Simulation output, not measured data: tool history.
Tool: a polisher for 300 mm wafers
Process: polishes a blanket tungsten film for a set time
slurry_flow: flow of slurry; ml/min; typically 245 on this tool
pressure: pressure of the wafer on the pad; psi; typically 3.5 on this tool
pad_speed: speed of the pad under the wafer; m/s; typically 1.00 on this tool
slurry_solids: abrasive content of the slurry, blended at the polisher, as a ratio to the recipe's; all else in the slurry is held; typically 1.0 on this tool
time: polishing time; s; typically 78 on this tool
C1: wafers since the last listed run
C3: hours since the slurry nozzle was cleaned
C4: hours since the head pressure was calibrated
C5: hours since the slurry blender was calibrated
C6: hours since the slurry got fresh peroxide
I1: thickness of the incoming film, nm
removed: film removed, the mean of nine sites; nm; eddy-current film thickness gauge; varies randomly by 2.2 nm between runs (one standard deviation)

run 1 hour=0.0 | slurry_flow=245 pressure=3.5 pad_speed=1.00 slurry_solids=1.0 time=78 | C1=0 wafers_polished_on_this_pad=2874 C3=86.4 C4=109.4 C5=124.9 C6=275.1 | I1=1124.8 | removed=313.9
-- hour=43.8 worn pad replaced by a new one
run 2 hour=104.5 | slurry_flow=245 pressure=3.1 pad_speed=1.00 slurry_solids=1.0 time=78 | C1=835 wafers_polished_on_this_pad=504 C3=190.9 C4=213.9 C5=229.4 C6=379.6 | I1=1155.6 | removed=276.8
-- hour=147.3 slurry tank refilled with fresh slurry and peroxide
run 3 hour=178.6 | slurry_flow=245 pressure=3.1 pad_speed=1.00 slurry_solids=1.0 time=78 | C1=607 wafers_polished_on_this_pad=1112 C3=265.0 C4=288.0 C5=303.5 C6=31.3 | I1=1151.2 | removed=280.1
run 4 hour=253.3 | slurry_flow=245 pressure=3.1 pad_speed=1.00 slurry_solids=1.0 time=78 | C1=621 wafers_polished_on_this_pad=1733 C3=339.7 C4=362.7 C5=378.2 C6=106.0 | I1=1144.0 | removed=290.2
-- hour=304.8 slurry blender recalibrated
run 5 hour=345.2 | slurry_flow=245 pressure=3.5 pad_speed=1.00 slurry_solids=1.0 time=78 | C1=747 wafers_polished_on_this_pad=2481 C3=431.6 C4=454.6 C5=40.4 C6=197.9 | I1=1155.1 | removed=331.3
-- hour=378.3 head pressure recalibrated
run 6 hour=403.4 | slurry_flow=245 pressure=3.5 pad_speed=1.00 slurry_solids=1.0 time=78 | C1=467 wafers_polished_on_this_pad=2948 C3=489.8 C4=25.1 C5=98.6 C6=256.1 | I1=1132.1 | removed=314.4
-- hour=417.9 worn pad replaced by a new one
run 7 hour=479.7 | slurry_flow=245 pressure=3.5 pad_speed=1.00 slurry_solids=1.0 time=78 | C1=601 wafers_polished_on_this_pad=513 C3=566.1 C4=101.4 C5=174.9 C6=332.4 | I1=1132.0 | removed=315.2
-- hour=520.2 slurry nozzle cleaned
-- hour=533.7 slurry tank refilled with fresh slurry and peroxide
run 8 hour=568.4 | slurry_flow=245 pressure=3.5 pad_speed=1.00 slurry_solids=1.0 time=78 | C1=721 wafers_polished_on_this_pad=1234 C3=48.2 C4=190.1 C5=263.6 C6=34.7 | I1=1137.6 | removed=327.4
run 9 hour=619.7 | slurry_flow=245 pressure=3.5 pad_speed=1.00 slurry_solids=1.0 time=78 | C1=426 wafers_polished_on_this_pad=1661 C3=99.5 C4=241.4 C5=314.9 C6=86.0 | I1=1124.3 | removed=329.7
run 10 hour=719.4 | slurry_flow=245 pressure=3.5 pad_speed=1.00 slurry_solids=1.0 time=78 | C1=829 wafers_polished_on_this_pad=2490 C3=199.2 C4=341.1 C5=414.6 C6=185.7 | I1=1145.5 | removed=334.3
-- hour=764.2 slurry blender recalibrated
-- hour=774.7 head pressure recalibrated
run 11 hour=814.2 | slurry_flow=245 pressure=3.5 pad_speed=1.00 slurry_solids=1.0 time=97 | C1=755 wafers_polished_on_this_pad=3245 C3=294.0 C4=39.5 C5=50.0 C6=280.5 | I1=1155.2 | removed=393.8
-- hour=865.4 worn pad replaced by a new one
run 12 hour=879.1 | slurry_flow=245 pressure=3.5 pad_speed=1.00 slurry_solids=1.0 time=97 | C1=506 wafers_polished_on_this_pad=113 C3=358.9 C4=104.4 C5=114.9 C6=345.4 | I1=1139.9 | removed=395.5
run 13 hour=922.8 | slurry_flow=245 pressure=3.5 pad_speed=1.00 slurry_solids=1.0 time=97 | C1=363 wafers_polished_on_this_pad=477 C3=402.6 C4=148.1 C5=158.6 C6=389.1 | I1=1153.6 | removed=392.5
run 14 hour=960.2 | slurry_flow=245 pressure=3.5 pad_speed=1.00 slurry_solids=1.0 time=78 | C1=311 wafers_polished_on_this_pad=788 C3=440.0 C4=185.5 C5=196.0 C6=426.5 | I1=1144.5 | removed=318.7
-- hour=974.1 slurry tank refilled with fresh slurry and peroxide
run 15 hour=1003.3 | slurry_flow=190 pressure=4.2 pad_speed=1.00 slurry_solids=1.0 time=78 | C1=350 wafers_polished_on_this_pad=1138 C3=483.1 C4=228.6 C5=239.1 C6=29.2 | I1=1137.5 | removed=365.0
run 16 hour=1090.2 | slurry_flow=165 pressure=2.3 pad_speed=1.32 slurry_solids=1.2 time=78 | C1=722 wafers_polished_on_this_pad=1861 C3=570.0 C4=315.5 C5=326.0 C6=116.1 | I1=1118.7 | removed=277.4
run 17 hour=1127.0 | slurry_flow=175 pressure=3.5 pad_speed=1.30 slurry_solids=1.0 time=90 | C1=306 wafers_polished_on_this_pad=2167 C3=606.8 C4=352.3 C5=362.8 C6=152.9 | I1=1143.2 | removed=455.0
-- hour=1170.3 head pressure recalibrated
run 18 hour=1210.0 | slurry_flow=285 pressure=3.5 pad_speed=0.84 slurry_solids=0.8 time=69 | C1=673 wafers_polished_on_this_pad=2840 C3=689.8 C4=39.7 C5=445.8 C6=235.9 | I1=1131.1 | removed=218.5

The next listed run, before its measurement:
-- hour=1214.9 worn pad replaced by a new one
-- hour=1266.8 slurry nozzle cleaned
-- hour=1274.0 slurry blender recalibrated
run 19 hour=1285.0 | slurry_flow=245 pressure=4.7 pad_speed=1.00 slurry_solids=1.0 time=98 | C1=565 wafers_polished_on_this_pad=557 C3=18.2 C4=114.7 C5=11.0 C6=310.9 | I1=1143.2 | removed=?

Run 19 produced removed 544.7 nm.
With the hidden condition absent and the run-to-run variation left alone, this run would have shown removed 544.6 nm.

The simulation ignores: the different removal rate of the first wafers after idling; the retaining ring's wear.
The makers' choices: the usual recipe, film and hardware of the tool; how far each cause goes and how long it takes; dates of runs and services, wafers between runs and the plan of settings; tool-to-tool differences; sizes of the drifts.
